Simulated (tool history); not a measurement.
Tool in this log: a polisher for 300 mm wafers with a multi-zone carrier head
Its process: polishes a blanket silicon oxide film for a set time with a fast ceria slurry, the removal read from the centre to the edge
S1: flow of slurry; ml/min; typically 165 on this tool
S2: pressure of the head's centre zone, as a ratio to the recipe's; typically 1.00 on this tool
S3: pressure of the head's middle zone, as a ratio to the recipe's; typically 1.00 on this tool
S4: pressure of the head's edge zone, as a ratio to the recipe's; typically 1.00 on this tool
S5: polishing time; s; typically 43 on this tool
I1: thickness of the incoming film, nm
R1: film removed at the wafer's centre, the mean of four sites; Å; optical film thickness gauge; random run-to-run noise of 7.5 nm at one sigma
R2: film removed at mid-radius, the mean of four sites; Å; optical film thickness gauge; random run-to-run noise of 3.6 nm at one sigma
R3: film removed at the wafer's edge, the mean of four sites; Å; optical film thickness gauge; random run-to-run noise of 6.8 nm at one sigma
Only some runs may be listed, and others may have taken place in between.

run 1 hour=0.0 | S1=220 S2=1.00 S3=1.09 S4=1.03 S5=43 | I1=2804.7 | R1=5037 R2=5387 R3=5168
-- hour=24.7 slurry nozzle cleaned
-- hour=41.2 edge zone pressure recalibrated
run 2 hour=56.4 | S1=165 S2=1.00 S3=1.00 S4=0.95 S5=56 | I1=2858.3 | R1=6243 R2=6199 R3=6197
run 3 hour=130.5 | S1=165 S2=1.00 S3=1.00 S4=1.00 S5=43 | I1=2910.6 | R1=4700 R2=4753 R3=4699
-- hour=148.5 centre zone pressure recalibrated
run 4 hour=202.6 | S1=165 S2=1.00 S3=1.00 S4=1.00 S5=43 | I1=2843.6 | R1=4790 R2=4777 R3=4728
run 5 hour=272.1 | S1=120 S2=0.93 S3=1.00 S4=1.00 S5=43 | I1=2825.1 | R1=4147 R2=4386 R3=4494
-- hour=371.3 worn pad replaced by a new one
run 6 hour=379.5 | S1=195 S2=1.00 S3=1.10 S4=1.00 S5=49 | I1=2833.6 | R1=6338 R2=6775 R3=6066
run 7 hour=451.5 | S1=165 S2=1.00 S3=1.00 S4=1.00 S5=43 | I1=2904.6 | R1=5149 R2=5139 R3=5222
run 8 hour=540.5 | S1=165 S2=1.00 S3=1.00 S4=1.00 S5=37 | I1=2856.5 | R1=4327 R2=4283 R3=4298
run 9 hour=585.0 | S1=190 S2=1.00 S3=1.04 S4=1.00 S5=43 | I1=2883.0 | R1=5083 R2=5236 R3=4913
run 10 hour=690.3 | S1=165 S2=1.00 S3=1.00 S4=0.95 S5=56 | I1=2828.4 | R1=6203 R2=6305 R3=6156

Expected results for the next run?
-- hour=734.5 slurry nozzle cleaned
-- hour=765.5 carrier head's membrane replaced by a new one
run 11 hour=766.0 | S1=165 S2=1.00 S3=1.00 S4=1.00 S5=43 | I1=2880.8 | R1=? R2=? R3=?

R1: 4690 Å
R2: 4767 Å
R3: 4777 Å
On a tool with no hidden condition, and with the same random variation, this run would have come out at R1 5261 Å, R2 5347 Å, R3 5358 Å.
